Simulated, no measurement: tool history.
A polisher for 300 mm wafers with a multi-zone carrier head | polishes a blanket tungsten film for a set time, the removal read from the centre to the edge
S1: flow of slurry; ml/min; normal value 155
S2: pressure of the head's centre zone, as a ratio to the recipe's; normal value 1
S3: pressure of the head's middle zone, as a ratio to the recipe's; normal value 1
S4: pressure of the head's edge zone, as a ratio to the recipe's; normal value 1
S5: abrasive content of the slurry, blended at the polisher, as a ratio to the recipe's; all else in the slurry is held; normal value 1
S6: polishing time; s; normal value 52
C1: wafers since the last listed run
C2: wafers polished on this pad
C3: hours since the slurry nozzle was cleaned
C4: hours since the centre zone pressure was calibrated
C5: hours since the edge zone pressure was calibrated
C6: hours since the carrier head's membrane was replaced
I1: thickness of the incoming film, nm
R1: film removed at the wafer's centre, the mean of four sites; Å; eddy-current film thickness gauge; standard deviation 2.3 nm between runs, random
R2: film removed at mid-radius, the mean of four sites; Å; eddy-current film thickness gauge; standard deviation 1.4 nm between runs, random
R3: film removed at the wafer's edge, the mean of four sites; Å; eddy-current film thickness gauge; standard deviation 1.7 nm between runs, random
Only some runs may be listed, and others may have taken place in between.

run     day   S1    S2    S3    S4    S5  S6    C1    C2     C3     C4     C5      C6      I1    R1    R2    R3
  1       0  155     1     1     1     1  52     0  1665  206.9   24.7  340.2  1361.4  1046.6  1755  1834  1878
  2    1.95  155     1     1     1     1  52   368  2033  253.7   71.5    387  1408.2  1040.4  1689  1806  1902
  3   2.983  155     1     1     1     1  52   195  2228  278.5   96.3  411.8    1433  1031.7  1713  1840  1895
      4.283  -- worn pad replaced by a new one
  4    5.55  155     1     1     1     1  44   452   239  340.1  157.9  473.4  1494.6  1034.9  1425  1538  1583
  5   6.671  155     1     1     1     1  44   211   450    367  184.8  500.3  1521.5  1012.4  1405  1546  1585
  6   8.571  155     1     1     1     1  44   358   809  412.6  230.4  545.9  1567.1  1038.5  1368  1523  1614
  7   9.592  155     1     1     1     1  52   192  1001  437.1  254.9  570.4  1591.6  1034.3  1671  1833  1902
  8   11.45  155     1     1     1     1  52   350  1352  481.7  299.5    615  1636.2  1038.8  1639  1837  1902
  9    12.5  155     1     1     1     1  52   198  1550  506.9  324.7  640.2  1661.4  1044.5  1601  1840  1879
     14.712  -- centre zone pressure recalibrated
 10  14.733  155     1  1.07     1   0.8  52   405  1956  560.5    0.5  693.8    1715  1023.5  1738  1919  1824
     15.879  -- worn pad replaced by a new one
     15.929  -- edge zone pressure recalibrated
 11  16.721  155   1.1     1     1     1  70   334   149  608.2   48.2     19  1762.7  1038.5  2545  2470  2499
     16.842  -- slurry nozzle cleaned
 12  19.162  155  0.96     1     1     1  58   452   602   55.7  106.8   77.6  1821.3  1023.1  1776  2046  2123
 13  20.483  155     1     1  1.03     1  35   249   851   87.4  138.5  109.3    1853  1024.1  1122  1249  1296
 14  23.171  155     1     1     1     1  52   507  1359  151.9    203  173.8  1917.5  1030.5  1678  1820  1893
     23.938  -- carrier head's membrane replaced by a new one
 15  25.312  155     1     1     1     1  56   364  1724  203.3  254.4  225.2      33  1010.9  1710  1980  2040
 16  28.167  155     1     1     1     1  52   538  2262  271.8  322.9  293.7   101.5  1037.5  1602  1824  1878
     29.392  -- worn pad replaced by a new one
     30.354  -- centre zone pressure recalibrated
 17  30.867  155     1     1     1  1.15  52   462   262  336.6   12.3  358.5   166.3  1043.6  1847  1872  1947
 18  32.008  155     1     1  1.09     1  38   215   478    364   39.7  385.9   193.7  1023.7  1292  1344  1422
 19  34.062  155     1     1  1.11     1  52   387   865  413.3     89  435.2     243  1047.5  1701  1817  1993
 20  35.312  155  0.93  0.93  0.91     1  52   235  1101  443.3    119  465.2     273  1037.2  1544  1726  1807
 21  37.633  130     1     1     1     1  52   438  1539    499  174.7  520.9   328.7  1050.6  1579  1777  1860
     41.071  -- slurry nozzle cleaned
     41.708  -- worn pad replaced by a new one
     46.554  -- centre zone pressure recalibrated
 22  46.575  155  0.89     1     1     1  52  1632   902  132.1    0.5  735.5   543.3  1039.8  1664  1838  1892

Each row is a separate what-if for the run after 22, all from the same tool condition, not one after another. Results?
  A  46.592  155     1   1     1   1  59   3  906  132.5  0.9  735.9  543.7  1024   ?   ?   ?
  B  46.592  195  0.96   1  0.89   1  52   3  906  132.5  0.9  735.9  543.7  1024   ?   ?   ?
  C  46.592  200     1   1  1.11   1  52   3  906  132.5  0.9  735.9  543.7  1024   ?   ?   ?

run    R1    R2    R3
  A  2102  2071  2139
  B  1856  1896  1835
  C  1942  1902  2046
Had the tool no hidden state, the same runs would have come out as:
run    R1    R2    R3
  A  2104  2071  2139
  B  1857  1896  1835
  C  1943  1902  2046

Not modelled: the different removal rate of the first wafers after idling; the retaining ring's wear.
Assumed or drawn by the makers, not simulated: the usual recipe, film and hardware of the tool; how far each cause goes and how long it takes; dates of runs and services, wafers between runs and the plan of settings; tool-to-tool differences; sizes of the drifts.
